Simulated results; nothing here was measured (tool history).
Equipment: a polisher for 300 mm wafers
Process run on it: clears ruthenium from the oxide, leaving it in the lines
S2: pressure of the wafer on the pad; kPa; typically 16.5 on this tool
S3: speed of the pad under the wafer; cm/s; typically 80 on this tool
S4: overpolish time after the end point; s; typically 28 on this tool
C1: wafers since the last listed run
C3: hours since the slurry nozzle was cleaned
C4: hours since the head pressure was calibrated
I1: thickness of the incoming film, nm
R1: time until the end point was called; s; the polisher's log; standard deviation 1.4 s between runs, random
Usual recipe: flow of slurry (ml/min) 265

Run 1, hour 0: usual settings; C1 0; wafers polished on this pad 639; C3 209.2; C4 649.9; I1 75.8. Result: R1 84.6 s.
Run 2, hour 39.2: usual settings; C1 263; wafers polished on this pad 903; C3 248.4; C4 689.1; I1 75.4. Result: R1 82.6 s.
Run 3, hour 53.6: usual settings; C1 96; wafers polished on this pad 1000; C3 262.8; C4 703.5; I1 74.1. Result: R1 84.7 s.
Run 4, hour 67.4: usual settings; C1 92; wafers polished on this pad 1093; C3 276.6; C4 717.3; I1 75.1. Result: R1 87.7 s.
Run 5, hour 77.6: usual settings; C1 68; wafers polished on this pad 1162; C3 286.8; C4 727.5; I1 74. Result: R1 84.5 s.
Run 6, hour 93.5: usual settings; C1 107; wafers polished on this pad 1269; C3 302.7; C4 743.4; I1 75. Result: R1 87.5 s.
At hour 103.2: worn pad replaced by a new one.
Run 7, hour 103.7: usual settings; C1 41; wafers polished on this pad 3; C3 312.9; C4 753.6; I1 76.3. Result: R1 90.7 s.
Run 8, hour 113.1: usual settings but S3 90 cm/s; C1 63; wafers polished on this pad 66; C3 322.3; C4 763; I1 75.7. Result: R1 78.8 s.
Run 9, hour 128.9: usual settings but flow of slurry (ml/min) 235, S2 13.1 kPa, S3 104 cm/s, S4 12 s; C1 106; wafers polished on this pad 172; C3 338.1; C4 778.8; I1 75. Result: R1 87.9 s.
At hour 154.5: head pressure recalibrated.
At hour 156.7: slurry nozzle cleaned.
Run 10, hour 178.5: usual settings but flow of slurry (ml/min) 210; C1 313; wafers polished on this pad 486; C3 21.8; C4 24; I1 76.7. Result: R1 83.6 s.
Run 11, hour 186.6: usual settings; C1 54; wafers polished on this pad 541; C3 29.9; C4 32.1; I1 74.9. Result: R1 79.7 s.
Run 12, hour 204.5: usual settings but S3 98 cm/s; C1 120; wafers polished on this pad 661; C3 47.8; C4 50; I1 74.1. Result: R1 65.9 s.
Run 13, hour 222.1: usual settings but flow of slurry (ml/min) 310, S4 24 s; C1 118; wafers polished on this pad 780; C3 65.4; C4 67.6; I1 74.1. Result: R1 79.3 s.
Run 14, hour 234.7: usual settings but S4 20 s; C1 84; wafers polished on this pad 864; C3 78; C4 80.2; I1 73.7. Result: R1 82.2 s.
Run 15, hour 240.8: usual settings but S4 34 s; C1 41; wafers polished on this pad 905; C3 84.1; C4 86.3; I1 74.2. Result: R1 82.7 s.
Run 16, hour 250.1: usual settings but S2 20.7 kPa, S3 58 cm/s; C1 62; wafers polished on this pad 968; C3 93.4; C4 95.6; I1 75. Result: R1 90.5 s.
Run 17, hour 264.3: usual settings; C1 95; wafers polished on this pad 1064; C3 107.6; C4 109.8; I1 74.2. Result: R1 81.2 s.

Alternative continuations, all from the tool just after run 17; predict every row:
Run A, hour 264.8: usual settings but S3 54 cm/s; C1 3; wafers polished on this pad 1067; C3 108.1; C4 110.3; I1 74.5. Result: R1 ?.
Run B, hour 264.8: usual settings but S2 17.9 kPa; C1 3; wafers polished on this pad 1067; C3 108.1; C4 110.3; I1 74.5. Result: R1 ?.
Run C, hour 264.8: usual settings but flow of slurry (ml/min) 215, S2 21.4 kPa, S3 90 cm/s, S4 13 s; C1 3; wafers polished on this pad 1067; C3 108.1; C4 110.3; I1 74.5. Result: R1 ?.
Run D, hour 264.8: usual settings but S3 58 cm/s; C1 3; wafers polished on this pad 1067; C3 108.1; C4 110.3; I1 74.5. Result: R1 ?.

run     R1
  A  115.7
  B   72.1
  C   55.4
  D  107.7
Take away the tool's hidden state, keep each run's random variation, and the runs would have read:
run     R1
  A    114
  B     71
  C   54.4
  D  106.1
